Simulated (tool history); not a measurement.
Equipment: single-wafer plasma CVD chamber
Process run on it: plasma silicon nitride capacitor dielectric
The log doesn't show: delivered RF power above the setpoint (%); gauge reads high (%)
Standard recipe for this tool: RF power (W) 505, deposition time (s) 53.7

run   hour  RF power (W)  deposition time (s)  wafers since the last listed run  hours since the last RF generator calibration  hours since the showerhead was replaced  hours since the gauge calibration  read-back reference wafer on the same gauge, thickness_nm  mean film thickness on the monitor wafer (nm)
  1      0           550                 61.4                                 0                                         1612.5                                   5726.9                              441.9                                                     74.389                                          98.61
  2   27.4           505                 53.7                               591                                         1639.9                                   5754.3                              469.3                                                     74.359                                         83.583
  3   52.7           505                 53.7                               545                                         1665.2                                   5779.6                              494.6                                                     74.315                                         83.557
  4   85.3           505                 53.7                               703                                         1697.8                                   5812.2                              527.2                                                     74.421                                         83.329
  5  118.9           505                 50.3                               724                                         1731.4                                   5845.8                              560.8                                                     74.439                                         78.086
  6  148.9           505                 50.3                               647                                         1761.4                                   5875.8                              590.8                                                     74.421                                         78.403
  7  181.8           505                 53.7                               709                                         1794.3                                   5908.7                              623.7                                                     74.383                                         83.381
  8  212.2           505                 53.7                               655                                         1824.7                                   5939.1                              654.1                                                      74.34                                         83.722
  9  230.8           505                 53.7                               401                                         1843.3                                   5957.7                              672.7                                                     74.363                                         83.309
 10  246.6           505                 53.7                               340                                         1859.1                                   5973.5                              688.5                                                     74.389                                         83.342
 11  277.2           505                 53.7                               660                                         1889.7                                   6004.1                              719.1                                                     74.415                                         83.457
 12  301.3           505                 53.7                               519                                         1913.8                                   6028.2                              743.2                                                     74.366                                          83.51
 13  324.3           505                 53.7                               496                                         1936.8                                   6051.2                              766.2                                                     74.376                                         83.345
 14    340           505                 53.7                               338                                         1952.5                                   6066.9                              781.9                                                     74.414                                         83.419
 15  359.9           540                 53.7                               429                                         1972.4                                   6086.8                              801.8                                                     74.393                                         84.989
 16  375.9           505                 59.6                               345                                         1988.4                                   6102.8                              817.8                                                     74.382                                         92.852
 17  401.4           505                 57.7                               550                                         2013.9                                   6128.3                              843.3                                                     74.445                                         89.533
 18  424.4           505                 57.7                               496                                         2036.9                                   6151.3                              866.3                                                     74.445                                         89.289
     438.8  -- gauge calibrated
 19  442.7           505                 57.7                               394                                         2055.2                                   6169.6                                3.9                                                     74.385                                         89.199
 20    461           525                 53.7                               394                                         2073.5                                   6187.9                               22.2                                                     74.399                                         84.287
 21  475.9           525                 53.7                               321                                         2088.4                                   6202.8                               37.1                                                     74.374                                         84.066
 22  503.5           555                 53.7                               595                                           2116                                   6230.4                               64.7                                                      74.38                                          85.98
 23  533.5           505                 53.7                               647                                           2146                                   6260.4                               94.7                                                     74.422                                         82.808
 24  556.4           505                 53.7                               493                                         2168.9                                   6283.3                              117.6                                                     74.399                                         82.985
 25    576           535                 53.7                               422                                         2188.5                                   6302.9                              137.2                                                      74.41                                         84.403
     586.3  -- showerhead replaced
 26  591.3           410                 60.3                               157                                         2203.8                                        5                              152.5                                                     74.393                                          86.93
 27  605.9           535                 53.7                               314                                         2218.4                                     19.6                              167.1                                                     74.416                                         84.665
 28    625           505                 46.2                               412                                         2237.5                                     38.7                              186.2                                                     74.458                                         71.227
 29  652.8           575                 50.7                               599                                         2265.3                                     66.5                                214                                                     74.362                                         81.605
 30  666.7           505                 58.1                               299                                         2279.2                                     80.4                              227.9                                                     74.502                                         89.398
 31  691.4           415                 53.7                               532                                         2303.9                                    105.1                              252.6                                                     74.408                                         77.561
     726.9  -- RF generator calibrated
 32  727.4           505                 58.1                               603                                            0.5                                    141.1                              288.6                                                     74.438                                         91.913
 33  739.7           505                 53.7                               265                                           12.8                                    153.4                              300.9                                                      74.45                                         84.586
 34  762.1           410                 56.4                               483                                           35.2                                    175.8                              323.3                                                     74.384                                           83.3
 35  791.7           505                 50.2                               638                                           64.8                                    205.4                              352.9                                                     74.335                                          79.42
 36  819.6           600                   46                               601                                           92.7                                    233.3                              380.8                                                     74.351                                         76.668
 37  847.2           505                 49.1                               595                                          120.3                                    260.9                              408.4                                                     74.351                                         77.472
 38  861.8           570                 63.2                               314                                          134.9                                    275.5                                423                                                     74.428                                        104.237
 39  884.9           435                 64.3                               498                                            158                                    298.6                              446.1                                                     74.363                                         96.864
 40  904.8           595                 59.5                               429                                          177.9                                    318.5                                466                                                     74.349                                         98.846
 41  931.3           505                   63                               571                                          204.4                                      345                              492.5                                                     74.428                                         99.204
 42  952.1           435                 53.7                               448                                          225.2                                    365.8                              513.3                                                      74.38                                         81.028
 43  980.7           555                 58.7                               616                                          253.8                                    394.4                              541.9                                                     74.326                                         95.564
 44  996.2           505                 62.2                               334                                          269.3                                    409.9                              557.4                                                     74.502                                         97.835

Across each entry between runs, compare the hidden state at the last listed run before it with the hidden state at the first listed run after it:
In the gap between runs 18 and 19: gauge calibrated (hour 438.8)
  delivered RF power above the setpoint (%): -6.66 -> -6.76
  measured value less the no-hidden-state value, mean film thickness on the monitor wafer (nm): -1.973 -> -2.003
In the gap between runs 25 and 26: showerhead replaced (hour 586.3)
  delivered RF power above the setpoint (%): -7.54 -> -7.63
  measured value less the no-hidden-state value, mean film thickness on the monitor wafer (nm): -2.126 -> -2.218
In the gap between runs 31 and 32: RF generator calibrated (hour 726.9)
  delivered RF power above the setpoint (%): -8.25 -> -0.646
  measured value less the no-hidden-state value, mean film thickness on the monitor wafer (nm): -2.15 -> -0.189
